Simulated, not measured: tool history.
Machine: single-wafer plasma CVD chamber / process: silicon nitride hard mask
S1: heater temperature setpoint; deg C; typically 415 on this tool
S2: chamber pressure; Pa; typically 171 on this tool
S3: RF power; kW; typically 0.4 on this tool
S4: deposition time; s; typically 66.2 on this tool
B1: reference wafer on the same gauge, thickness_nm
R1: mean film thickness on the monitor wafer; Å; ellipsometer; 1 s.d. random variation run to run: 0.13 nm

Run 1, hour 0: usual settings but S2 185 Pa; B1 69.906. Result: R1 823.3 Å.
Run 2, hour 8.2: usual settings but S2 185 Pa; B1 69.904. Result: R1 819.61 Å.
Run 3, hour 18.5: usual settings but S2 185 Pa; B1 69.915. Result: R1 819.45 Å.
Run 4, hour 49.2: usual settings; B1 69.894. Result: R1 805.36 Å.
Run 5, hour 58.3: usual settings; B1 69.933. Result: R1 806 Å.
Run 6, hour 72.4: usual settings; B1 69.922. Result: R1 805.61 Å.
Run 7, hour 85: usual settings; B1 69.924. Result: R1 805.67 Å.
Run 8, hour 100.6: usual settings; B1 69.893. Result: R1 804.96 Å.
Run 9, hour 112.2: usual settings; B1 69.877. Result: R1 803.79 Å.
Run 10, hour 120: usual settings; B1 69.887. Result: R1 801.92 Å.
Run 11, hour 131.4: usual settings; B1 69.898. Result: R1 803.61 Å.
At hour 145.8: gauge calibrated.
At hour 163: RF generator calibrated.
At hour 167: showerhead replaced.
Run 12, hour 175.6: usual settings but S3 0.455 kW; B1 69.892. Result: R1 922.59 Å.
At hour 191.1: capacitance manometer re-zeroed and calibrated.
Run 13, hour 191.6: usual settings but S3 0.455 kW; B1 69.906. Result: R1 922.42 Å.
Run 14, hour 195: usual settings but S1 421 deg C, S3 0.48 kW, S4 76.9 s; B1 69.881. Result: R1 1102.15 Å.
Run 15, hour 206.1: usual settings but S4 71.3 s; B1 69.913. Result: R1 916.93 Å.
Run 16, hour 215.9: usual settings but S2 148 Pa; B1 69.915. Result: R1 830.75 Å.
At hour 234.8: thermocouple changed; heater temperature recalibrated.
Run 17, hour 235.3: usual settings but S2 184 Pa, S3 0.43 kW; B1 69.877. Result: R1 901.35 Å.
Run 18, hour 239.3: usual settings but S1 402 deg C, S3 0.34 kW; B1 69.893. Result: R1 766.48 Å.
Run 19, hour 252.5: usual settings; B1 69.892. Result: R1 849.35 Å.
Run 20, hour 267.5: usual settings but S1 410 deg C, S2 213 Pa, S4 76.1 s; B1 69.874. Result: R1 1017.82 Å.
Run 21, hour 277.6: usual settings; B1 69.875. Result: R1 848.88 Å.
Run 22, hour 290.2: usual settings but S4 58.1 s; B1 69.889. Result: R1 745.71 Å.
Run 23, hour 297.5: usual settings but S2 133 Pa; B1 69.892. Result: R1 815.63 Å.
Run 24, hour 312.4: usual settings but S1 409 deg C, S3 0.455 kW, S4 62.2 s; B1 69.915. Result: R1 868.51 Å.
Run 25, hour 318.4: usual settings; B1 69.906. Result: R1 849.88 Å.
Run 26, hour 335.6: usual settings but S1 426 deg C, S2 209 Pa, S3 0.36 kW; B1 69.92. Result: R1 819.59 Å.
Run 27, hour 343.1: usual settings but S1 408 deg C, S2 195 Pa, S3 0.335 kW, S4 57.8 s; B1 69.918. Result: R1 678.05 Å.
Run 28, hour 358.8: usual settings but S1 422 deg C, S2 195 Pa, S3 0.475 kW, S4 74.9 s; B1 69.907. Result: R1 1091.35 Å.
Run 29, hour 369: usual settings but S1 401 deg C, S2 132 Pa, S4 60.4 s; B1 69.923. Result: R1 748.51 Å.

Pick out some run-to-run changes in R1. Of each, how much would a tool without hidden state show as well, from the settings, what came in and chance, and how much is left for the hidden state and any gauge scatter not in both results compared?
The hidden state here: wafer temperature above the value expected at the setpoint (K); delivered RF power above the setpoint (%); true pressure above the setpoint (%); gauge reads high (%).
Run 11 -> 12: S3 0.4 -> 0.455, gauge calibrated, RF generator calibrated, showerhead replaced. R1 +118.98 Å: hidden state +47.96, all else +71.02.
Run 27 -> 28: S1 408 -> 422, S3 0.335 -> 0.475, S4 57.8 -> 74.9. R1 +413.3 Å: hidden state -0.95, all else +414.25.
Run 28 -> 29: S1 422 -> 401, S2 195 -> 132, S3 0.475 -> 0.4, S4 74.9 -> 60.4. R1 -342.84 Å: hidden state +0.86, all else -343.7.

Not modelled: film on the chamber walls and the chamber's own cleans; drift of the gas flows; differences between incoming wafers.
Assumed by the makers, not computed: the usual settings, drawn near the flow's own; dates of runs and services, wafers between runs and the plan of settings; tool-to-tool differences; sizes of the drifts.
